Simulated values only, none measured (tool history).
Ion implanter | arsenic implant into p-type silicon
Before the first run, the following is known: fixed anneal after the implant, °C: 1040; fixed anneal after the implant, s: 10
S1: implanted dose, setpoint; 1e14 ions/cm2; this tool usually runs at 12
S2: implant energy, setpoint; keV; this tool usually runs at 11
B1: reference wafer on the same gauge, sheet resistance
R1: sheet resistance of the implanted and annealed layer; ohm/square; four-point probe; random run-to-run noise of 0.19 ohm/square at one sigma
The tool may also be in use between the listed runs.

run     day     S1    S2      B1      R1
  1       0  10.27    11  134.02  132.15
  2   0.408  10.27    11  134.01  131.62
  3    0.85     12    11  133.99  123.49
  4   1.592     12    11  134.02  123.41
  5   2.025     12    11  133.98  123.59
  6    2.35     12    11  134.04  123.29
  7   2.829     12    11  133.99   123.2
  8   3.212     12    11  134.02  123.26
      4.133  -- Faraday cup replaced and dose calibrated
  9   4.154     12    11  133.99  125.96
 10   4.367  14.47    10  133.96  119.33
 11   4.788  14.47    10     134  119.22
        5.2  -- gauge calibrated
 12   5.317  14.47    10  133.98  119.23
 13   5.592     12    11  134.01   125.6
 14   6.188     12    11  134.01  125.72
 15   6.558   9.49    11  133.99  140.38
 16   7.304  14.18  14.5  133.98   112.7
      8.158  -- extraction supply calibrated
 17   8.179     12    11  134.01   125.5
 18   8.596     12    11  133.98   125.5
 19   9.304  10.37    15  134.02  128.01
 20   9.829     12    11  134.01  125.29
 21  10.529  14.13   9.5  133.97  120.26
 22  10.888     13    11  134.01  121.38
 23  11.571     12  12.5  133.99  123.05
 24  12.283     12  14.5  133.99  120.18
 25  12.858     12    11  134.05  125.22
 26    13.2  15.16    13  134.04  112.93
 27  13.579    9.7    11  134.01  137.77
 28  13.838     12    11  134.02  125.08
 29    14.5  14.14    10  134.01  119.65
 30  14.842     12    11  134.02   125.4
 31  15.129    9.3    11  133.98  140.31
 32  15.625     12    10  134.02  126.67
 33  16.583   9.84    11  133.99   136.4
 34  17.879  10.78    14  134.02  125.72
 35  18.379  14.02  13.5  133.97  114.44
 36  20.583   13.1   7.5  134.01   126.8
 37  20.975     12    11  133.99   124.5

Branching from run 37: 4 alternative next runs. What would each branch give?
  A  20.992     12     8   ?   ?
  B  20.992   9.39     8   ?   ?
  C  20.992   9.77    11   ?   ?
  D  20.992  13.03  13.5   ?   ?

run      B1      R1
  A  133.94  129.62
  B  133.94  144.43
  C  133.94  136.64
  D  133.94  117.04
What these runs would have given with no unlogged condition in the tool:
run      R1
  A  131.35
  B  146.99
  C  139.08
  D  118.52
